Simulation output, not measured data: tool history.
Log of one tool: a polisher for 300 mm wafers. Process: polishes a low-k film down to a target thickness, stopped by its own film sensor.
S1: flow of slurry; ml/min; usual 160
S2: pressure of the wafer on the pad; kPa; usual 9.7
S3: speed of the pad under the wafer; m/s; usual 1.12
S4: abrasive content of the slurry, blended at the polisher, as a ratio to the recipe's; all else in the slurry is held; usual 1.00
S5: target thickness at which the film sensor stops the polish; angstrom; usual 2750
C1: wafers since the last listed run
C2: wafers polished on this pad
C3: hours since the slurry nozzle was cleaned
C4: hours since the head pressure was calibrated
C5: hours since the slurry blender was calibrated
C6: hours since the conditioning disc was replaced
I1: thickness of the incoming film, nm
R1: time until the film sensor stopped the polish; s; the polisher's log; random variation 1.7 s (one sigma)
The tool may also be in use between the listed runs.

Run 1, day 0.000: usual settings; C1 0; C2 1075; C3 217.0; C4 788.2; C5 246.0; C6 69.3; I1 294.8. Result: R1 70.9 s.
At day 0.446: slurry blender recalibrated.
Run 2, day 0.958: usual settings; C1 218; C2 1294; C3 240.0; C4 811.2; C5 12.3; C6 92.3; I1 297.9. Result: R1 86.4 s.
At day 1.012: slurry nozzle cleaned.
At day 1.817: worn pad replaced by a new one.
Run 3, day 1.921: usual settings but S1 185 ml/min, S2 7.6 kPa; C1 188; C2 26; C3 21.8; C4 834.3; C5 35.4; C6 115.4; I1 303.1. Result: R1 114.7 s.
Run 4, day 3.225: usual settings but S5 2690 angstrom; C1 326; C2 352; C3 53.1; C4 865.6; C5 66.7; C6 146.7; I1 302.2. Result: R1 118.1 s.
Run 5, day 3.738: usual settings but S5 2690 angstrom; C1 128; C2 480; C3 65.4; C4 877.9; C5 79.0; C6 159.0; I1 299.8. Result: R1 109.2 s.
At day 4.204: conditioning disc replaced and pad reconditioned.
Run 6, day 4.900: usual settings but S5 2690 angstrom; C1 270; C2 750; C3 93.3; C4 905.8; C5 106.9; C6 16.7; I1 294.9. Result: R1 91.9 s.
Run 7, day 6.150: usual settings; C1 312; C2 1063; C3 123.3; C4 935.8; C5 136.9; C6 46.7; I1 304.3. Result: R1 107.3 s.
At day 7.479: worn pad replaced by a new one.
Run 8, day 9.046: usual settings; C1 683; C2 392; C3 192.8; C4 1005.3; C5 206.4; C6 116.2; I1 300.1. Result: R1 102.1 s.
At day 10.346: conditioning disc replaced and pad reconditioned.
At day 11.758: slurry nozzle cleaned.
Run 9, day 12.200: usual settings; C1 758; C2 1150; C3 10.6; C4 1081.0; C5 282.1; C6 44.5; I1 299.4. Result: R1 104.2 s.
At day 12.750: slurry blender recalibrated.
At day 12.867: worn pad replaced by a new one, repeated, since the last time left the tool worse.
Run 10, day 12.888: usual settings; C1 121; C2 4; C3 27.1; C4 1097.5; C5 3.3; C6 61.0; I1 299.2. Result: R1 85.7 s.
Run 11, day 13.812: usual settings; C1 231; C2 236; C3 49.3; C4 1119.7; C5 25.5; C6 83.2; I1 296.8. Result: R1 78.6 s.
Run 12, day 14.638: usual settings; C1 206; C2 442; C3 69.1; C4 1139.5; C5 45.3; C6 103.0; I1 300.4. Result: R1 91.7 s.
Run 13, day 15.204: usual settings but S1 205 ml/min, S4 1.25; C1 141; C2 584; C3 82.7; C4 1153.1; C5 58.9; C6 116.6; I1 302.5. Result: R1 86.4 s.
At day 15.858: conditioning disc replaced and pad reconditioned.
Run 14, day 15.883: usual settings; C1 149; C2 733; C3 99.0; C4 1169.4; C5 75.2; C6 0.6; I1 300.3. Result: R1 88.5 s.
Run 15, day 16.446: usual settings but S1 195 ml/min, S3 1.32 m/s, S5 2720 angstrom; C1 140; C2 874; C3 112.5; C4 1182.9; C5 88.7; C6 14.1; I1 300.4. Result: R1 89.1 s.
Run 16, day 16.983: usual settings but S1 140 ml/min, S2 6.9 kPa, S4 1.20, S5 2830 angstrom; C1 134; C2 1008; C3 125.4; C4 1195.8; C5 101.6; C6 27.0; I1 304.2. Result: R1 86.7 s.
Run 17, day 17.654: usual settings but S2 8.3 kPa, S3 1.40 m/s, S4 0.70, S5 2780 angstrom; C1 167; C2 1176; C3 141.5; C4 1211.9; C5 117.7; C6 43.1; I1 304.3. Result: R1 106.5 s.
At day 18.442: worn pad replaced by a new one.
Run 18, day 19.050: usual settings but S1 105 ml/min, S3 1.50 m/s, S4 0.75; C1 307; C2 152; C3 175.0; C4 1245.4; C5 151.2; C6 76.6; I1 299.7. Result: R1 79.2 s.
At day 19.779: head pressure recalibrated.
Run 19, day 20.454: usual settings but S2 12.4 kPa; C1 330; C2 483; C3 208.7; C4 16.2; C5 184.9; C6 110.3; I1 296.4. Result: R1 62.5 s.
Run 20, day 21.562: usual settings but S1 200 ml/min, S2 6.9 kPa, S4 1.30, S5 2820 angstrom; C1 277; C2 760; C3 235.3; C4 42.8; C5 211.5; C6 136.9; I1 305.5. Result: R1 91.5 s.
At day 21.817: conditioning disc replaced and pad reconditioned.
Run 21, day 22.517: usual settings but S1 115 ml/min, S2 12.4 kPa, S4 1.15, S5 2710 angstrom; C1 217; C2 978; C3 258.2; C4 65.7; C5 234.4; C6 16.8; I1 299.0. Result: R1 85.1 s.
At day 22.962: slurry nozzle cleaned.
At day 23.292: worn pad replaced by a new one.
Run 22, day 23.854: usual settings but S3 0.80 m/s; C1 282; C2 140; C3 21.4; C4 97.8; C5 266.5; C6 48.9; I1 300.3. Result: R1 118.6 s.
Run 23, day 24.492: usual settings; C1 159; C2 300; C3 36.7; C4 113.1; C5 281.8; C6 64.2; I1 297.0. Result: R1 75.3 s.
At day 24.858: slurry blender recalibrated.
Run 24, day 25.692: usual settings but S1 185 ml/min, S2 6.2 kPa; C1 279; C2 579; C3 65.5; C4 141.9; C5 20.0; C6 93.0; I1 298.9. Result: R1 107.1 s.
Run 25, day 26.454: usual settings but S5 2820 angstrom; C1 190; C2 770; C3 83.8; C4 160.2; C5 38.3; C6 111.3; I1 305.3. Result: R1 84.4 s.
Run 26, day 27.129: usual settings but S1 200 ml/min, S3 1.42 m/s, S5 2780 angstrom; C1 168; C2 939; C3 100.0; C4 176.4; C5 54.5; C6 127.5; I1 301.4. Result: R1 67.3 s.

The same runs without the tool's hidden state, with the same run-to-run variation:
The hidden state here: removal rate lost through wear of the pad, %; slurry flow missing at the pad, %; deviation of the head's pressure from its setpoint, %; abrasive missing from the slurry, %; time polished since the conditioner stopped cutting, s.
run     R1
  1   67.4
  2   80.5
  3  114.2
  4  117.2
  5  108.0
  6   89.8
  7  102.7
  8   89.0
  9   86.6
 10   85.0
 11   77.8
 12   90.3
 13   84.8
 14   86.1
 15   86.1
 16   83.0
 17  100.6
 18   78.6
 19   61.6
 20   89.1
 21   81.7
 22  117.5
 23   74.4
 24  104.9
 25   81.9
 26   64.7
